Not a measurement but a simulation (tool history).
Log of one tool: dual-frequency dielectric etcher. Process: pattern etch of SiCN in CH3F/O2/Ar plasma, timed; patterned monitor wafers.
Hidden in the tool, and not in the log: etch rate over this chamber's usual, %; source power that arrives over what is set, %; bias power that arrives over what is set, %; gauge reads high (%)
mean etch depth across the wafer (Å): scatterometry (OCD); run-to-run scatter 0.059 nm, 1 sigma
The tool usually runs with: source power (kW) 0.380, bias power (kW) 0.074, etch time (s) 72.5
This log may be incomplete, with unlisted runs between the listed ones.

| run | hour | source power (kW) | bias power (kW) | etch time (s) | wafers since the last listed run | hours since the last wet clean | hours since the last source power generator calibration | hours since the last bias power generator calibration | hours since the last upper electrode change | hours since the gauge calibration | read-back reference wafer on the same gauge, depth_nm | mean etch depth across the wafer (Å) |
|---|---|---|---|---|---|---|---|---|---|---|---|---|
| 1 | 0.0 | 0.380 | 0.068 | 72.5 | 0 | 104.3 | 2611.1 | 2391.9 | 3901.1 | 1813.1 | 26.60 | 245.6 |
| 2 | 99.8 | 0.380 | 0.068 | 72.5 | 965 | 204.1 | 2710.9 | 2491.7 | 4000.9 | 1912.9 | 26.59 | 244.0 |
| 3 | 194.1 | 0.380 | 0.074 | 72.5 | 911 | 298.4 | 2805.2 | 2586.0 | 4095.2 | 2007.2 | 26.59 | 249.6 |
| 4 | 257.8 | 0.380 | 0.074 | 72.5 | 615 | 362.1 | 2868.9 | 2649.7 | 4158.9 | 2070.9 | 26.61 | 249.0 |
| 5 | 295.7 | 0.380 | 0.074 | 72.5 | 366 | 400.0 | 2906.8 | 2687.6 | 4196.8 | 2108.8 | 26.60 | 248.9 |
|  | 361.8 | wet clean of the chamber |
| 6 | 399.4 | 0.380 | 0.074 | 72.5 | 770 | 37.6 | 3010.5 | 2791.3 | 4300.5 | 2212.5 | 26.60 | 249.4 |
| 7 | 469.7 | 0.380 | 0.074 | 72.5 | 679 | 107.9 | 3080.8 | 2861.6 | 4370.8 | 2282.8 | 26.59 | 249.5 |
| 8 | 513.0 | 0.380 | 0.074 | 72.5 | 418 | 151.2 | 3124.1 | 2904.9 | 4414.1 | 2326.1 | 26.60 | 250.5 |
|  | 786.5 | bias power generator calibrated |
| 9 | 804.9 | 0.410 | 0.081 | 72.5 | 2784 | 443.1 | 3416.0 | 18.4 | 4706.0 | 2618.0 | 26.58 | 267.3 |
|  | 835.3 | wet clean of the chamber |
| 10 | 858.5 | 0.410 | 0.081 | 72.5 | 286 | 23.2 | 3469.6 | 72.0 | 4759.6 | 2671.6 | 26.60 | 267.4 |
| 11 | 929.6 | 0.410 | 0.081 | 72.5 | 687 | 94.3 | 3540.7 | 143.1 | 4830.7 | 2742.7 | 26.60 | 267.6 |
|  | 941.6 | gauge calibrated |
| 12 | 990.0 | 0.380 | 0.074 | 88.0 | 584 | 154.7 | 3601.1 | 203.5 | 4891.1 | 48.4 | 26.60 | 304.6 |
| 13 | 1043.6 | 0.380 | 0.074 | 88.0 | 518 | 208.3 | 3654.7 | 257.1 | 4944.7 | 102.0 | 26.61 | 305.2 |
| 14 | 1145.3 | 0.380 | 0.074 | 60.5 | 983 | 310.0 | 3756.4 | 358.8 | 5046.4 | 203.7 | 26.61 | 209.7 |
| 15 | 1220.3 | 0.380 | 0.074 | 72.5 | 725 | 385.0 | 3831.4 | 433.8 | 5121.4 | 278.7 | 26.60 | 251.2 |
| 16 | 1287.0 | 0.290 | 0.083 | 83.0 | 644 | 451.7 | 3898.1 | 500.5 | 5188.1 | 345.4 | 26.60 | 257.6 |
|  | 1360.3 | wet clean of the chamber |
|  | 1365.1 | upper electrode replaced |
| 17 | 1527.8 | 0.430 | 0.090 | 72.5 | 2050 | 167.5 | 4138.9 | 741.3 | 162.7 | 586.2 | 26.59 | 281.9 |
| 18 | 1615.5 | 0.380 | 0.074 | 72.5 | 848 | 255.2 | 4226.6 | 829.0 | 250.4 | 673.9 | 26.60 | 251.8 |
|  | 1631.0 | source power generator calibrated |
| 19 | 1701.9 | 0.380 | 0.074 | 84.0 | 796 | 341.6 | 70.9 | 915.4 | 336.8 | 760.3 | 26.60 | 298.7 |
| 20 | 1781.2 | 0.410 | 0.074 | 81.0 | 766 | 420.9 | 150.2 | 994.7 | 416.1 | 839.6 | 26.60 | 296.4 |
|  | 1832.0 | wet clean of the chamber |
| 21 | 1839.9 | 0.340 | 0.084 | 53.0 | 335 | 7.9 | 208.9 | 1053.4 | 474.8 | 898.3 | 26.61 | 182.3 |
| 22 | 1914.0 | 0.410 | 0.081 | 72.5 | 716 | 82.0 | 283.0 | 1127.5 | 548.9 | 972.4 | 26.58 | 271.5 |
| 23 | 1954.2 | 0.290 | 0.063 | 81.0 | 388 | 122.2 | 323.2 | 1167.7 | 589.1 | 1012.6 | 26.60 | 236.7 |
| 24 | 2054.5 | 0.300 | 0.074 | 72.5 | 969 | 222.5 | 423.5 | 1268.0 | 689.4 | 1112.9 | 26.61 | 226.3 |
| 25 | 2127.9 | 0.340 | 0.090 | 52.5 | 709 | 295.9 | 496.9 | 1341.4 | 762.8 | 1186.3 | 26.60 | 184.2 |
| 26 | 2208.8 | 0.380 | 0.064 | 63.0 | 782 | 376.8 | 577.8 | 1422.3 | 843.7 | 1267.2 | 26.60 | 212.5 |

5 ways to go on from here, each from the tool as it stands after run 26. What would each give?
| A | 2209.2 | 0.380 | 0.074 | 72.5 | 3 | 377.2 | 578.2 | 1422.7 | 844.1 | 1267.6 | ? | ? |
| B | 2209.2 | 0.470 | 0.063 | 83.5 | 3 | 377.2 | 578.2 | 1422.7 | 844.1 | 1267.6 | ? | ? |
| C | 2209.2 | 0.300 | 0.060 | 72.5 | 3 | 377.2 | 578.2 | 1422.7 | 844.1 | 1267.6 | ? | ? |
| D | 2209.2 | 0.410 | 0.057 | 84.0 | 3 | 377.2 | 578.2 | 1422.7 | 844.1 | 1267.6 | ? | ? |
| E | 2209.2 | 0.290 | 0.074 | 72.5 | 3 | 377.2 | 578.2 | 1422.7 | 844.1 | 1267.6 | ? | ? |

| run | read-back reference wafer on the same gauge, depth_nm | mean etch depth across the wafer (Å) |
|---|---|---|
| A | 26.60 | 254.6 |
| B | 26.60 | 312.3 |
| C | 26.60 | 213.8 |
| D | 26.60 | 287.4 |
| E | 26.60 | 221.4 |
Without the tool's unlogged condition, the same runs would have read:
| run | mean etch depth across the wafer (Å) |
|---|---|
| A | 258.4 |
| B | 317.0 |
| C | 217.0 |
| D | 291.7 |
| E | 224.7 |
